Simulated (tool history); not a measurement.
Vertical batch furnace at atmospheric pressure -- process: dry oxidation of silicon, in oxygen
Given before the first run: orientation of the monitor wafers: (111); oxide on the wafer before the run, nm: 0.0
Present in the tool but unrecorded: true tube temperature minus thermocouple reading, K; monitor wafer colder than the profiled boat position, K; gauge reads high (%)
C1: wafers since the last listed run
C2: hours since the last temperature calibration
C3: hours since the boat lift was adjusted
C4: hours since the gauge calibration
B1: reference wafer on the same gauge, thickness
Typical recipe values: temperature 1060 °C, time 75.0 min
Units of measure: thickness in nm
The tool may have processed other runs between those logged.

{"run": 1, "hour": 0.0, "temperature": 1060, "time": 48.5, "C1": 0, "C2": 3201.3, "C3": 1900.9, "C4": 4.3, "B1": 91.01, "thickness": 86.38}
{"run": 2, "hour": 23.9, "temperature": 1060, "time": 48.5, "C1": 338, "C2": 3225.2, "C3": 1924.8, "C4": 28.2, "B1": 90.97, "thickness": 85.87}
{"run": 3, "hour": 41.1, "temperature": 1069, "time": 75.0, "C1": 243, "C2": 3242.4, "C3": 1942.0, "C4": 45.4, "B1": 91.0, "thickness": 118.99}
{"run": 4, "hour": 52.0, "temperature": 1069, "time": 75.0, "C1": 154, "C2": 3253.3, "C3": 1952.9, "C4": 56.3, "B1": 91.03, "thickness": 119.25}
{"run": 5, "hour": 64.2, "temperature": 1079, "time": 75.0, "C1": 172, "C2": 3265.5, "C3": 1965.1, "C4": 68.5, "B1": 91.07, "thickness": 127.04}
{"run": 6, "hour": 81.2, "temperature": 1079, "time": 75.0, "C1": 240, "C2": 3282.5, "C3": 1982.1, "C4": 85.5, "B1": 91.01, "thickness": 126.3}
{"run": 7, "hour": 89.9, "temperature": 1060, "time": 75.0, "C1": 123, "C2": 3291.2, "C3": 1990.8, "C4": 94.2, "B1": 91.02, "thickness": 111.82}
{"run": 8, "hour": 104.6, "temperature": 1060, "time": 75.0, "C1": 207, "C2": 3305.9, "C3": 2005.5, "C4": 108.9, "B1": 90.91, "thickness": 113.17}
{"hour": 134.4, "done": "boat lift adjusted"}
{"run": 9, "hour": 134.9, "temperature": 1060, "time": 104.0, "C1": 89, "C2": 3336.2, "C3": 0.5, "C4": 139.2, "B1": 91.04, "thickness": 138.6}
{"run": 10, "hour": 139.1, "temperature": 1060, "time": 75.0, "C1": 59, "C2": 3340.4, "C3": 4.7, "C4": 143.4, "B1": 90.98, "thickness": 113.57}
{"run": 11, "hour": 143.3, "temperature": 1060, "time": 75.0, "C1": 59, "C2": 3344.6, "C3": 8.9, "C4": 147.6, "B1": 91.07, "thickness": 113.12}
{"run": 12, "hour": 156.8, "temperature": 1060, "time": 75.0, "C1": 190, "C2": 3358.1, "C3": 22.4, "C4": 161.1, "B1": 90.93, "thickness": 112.97}
{"run": 13, "hour": 169.4, "temperature": 1079, "time": 83.0, "C1": 178, "C2": 3370.7, "C3": 35.0, "C4": 173.7, "B1": 91.06, "thickness": 134.31}
{"run": 14, "hour": 182.8, "temperature": 1039, "time": 75.0, "C1": 189, "C2": 3384.1, "C3": 48.4, "C4": 187.1, "B1": 90.96, "thickness": 99.53}
{"run": 15, "hour": 189.2, "temperature": 1060, "time": 75.0, "C1": 90, "C2": 3390.5, "C3": 54.8, "C4": 193.5, "B1": 90.94, "thickness": 112.62}
{"run": 16, "hour": 199.7, "temperature": 1060, "time": 75.0, "C1": 148, "C2": 3401.0, "C3": 65.3, "C4": 204.0, "B1": 90.97, "thickness": 113.75}
{"run": 17, "hour": 217.4, "temperature": 1080, "time": 38.5, "C1": 250, "C2": 3418.7, "C3": 83.0, "C4": 221.7, "B1": 90.96, "thickness": 84.18}
{"run": 18, "hour": 229.2, "temperature": 1051, "time": 46.0, "C1": 166, "C2": 3430.5, "C3": 94.8, "C4": 233.5, "B1": 90.97, "thickness": 78.71}
{"hour": 234.0, "done": "gauge calibrated"}
{"run": 19, "hour": 244.6, "temperature": 1036, "time": 111.0, "C1": 217, "C2": 3445.9, "C3": 110.2, "C4": 10.6, "B1": 91.03, "thickness": 125.04}
{"hour": 269.6, "done": "thermocouples replaced and temperature profile calibrated"}
{"run": 20, "hour": 270.1, "temperature": 1081, "time": 106.5, "C1": 21, "C2": 0.5, "C3": 135.7, "C4": 36.1, "B1": 91.06, "thickness": 158.02}
{"run": 21, "hour": 276.7, "temperature": 1038, "time": 42.0, "C1": 93, "C2": 7.1, "C3": 142.3, "C4": 42.7, "B1": 90.99, "thickness": 68.22}
{"run": 22, "hour": 288.4, "temperature": 1060, "time": 47.0, "C1": 165, "C2": 18.8, "C3": 154.0, "C4": 54.4, "B1": 90.97, "thickness": 83.93}
{"run": 23, "hour": 297.8, "temperature": 1039, "time": 39.5, "C1": 132, "C2": 28.2, "C3": 163.4, "C4": 63.8, "B1": 90.97, "thickness": 66.53}
{"run": 24, "hour": 304.7, "temperature": 1060, "time": 75.0, "C1": 97, "C2": 35.1, "C3": 170.3, "C4": 70.7, "B1": 90.92, "thickness": 113.04}
{"run": 25, "hour": 321.9, "temperature": 1046, "time": 75.0, "C1": 243, "C2": 52.3, "C3": 187.5, "C4": 87.9, "B1": 90.97, "thickness": 104.25}
{"run": 26, "hour": 337.8, "temperature": 1048, "time": 75.0, "C1": 224, "C2": 68.2, "C3": 203.4, "C4": 103.8, "B1": 90.94, "thickness": 104.75}

4 options for the next run, each taken on its own from the tool as it stands now. Forecast them:
{"run": "A", "hour": 342.1, "temperature": 1060, "time": 75.0, "C1": 60, "C2": 72.5, "C3": 207.7, "C4": 108.1, "B1": "?", "thickness": "?"}
{"run": "B", "hour": 342.1, "temperature": 1047, "time": 95.0, "C1": 60, "C2": 72.5, "C3": 207.7, "C4": 108.1, "B1": "?", "thickness": "?"}
{"run": "C", "hour": 342.1, "temperature": 1081, "time": 46.5, "C1": 60, "C2": 72.5, "C3": 207.7, "C4": 108.1, "B1": "?", "thickness": "?"}
{"run": "D", "hour": 342.1, "temperature": 1046, "time": 54.5, "C1": 60, "C2": 72.5, "C3": 207.7, "C4": 108.1, "B1": "?", "thickness": "?"}

run=A B1=90.96 thickness=112.67
run=B B1=90.96 thickness=121.09
run=C B1=90.96 thickness=95.44
run=D B1=90.96 thickness=84.79
Had the tool no hidden state, the same runs would have come out as:
run=A thickness=112.67
run=B thickness=121.09
run=C thickness=95.44
run=D thickness=84.79

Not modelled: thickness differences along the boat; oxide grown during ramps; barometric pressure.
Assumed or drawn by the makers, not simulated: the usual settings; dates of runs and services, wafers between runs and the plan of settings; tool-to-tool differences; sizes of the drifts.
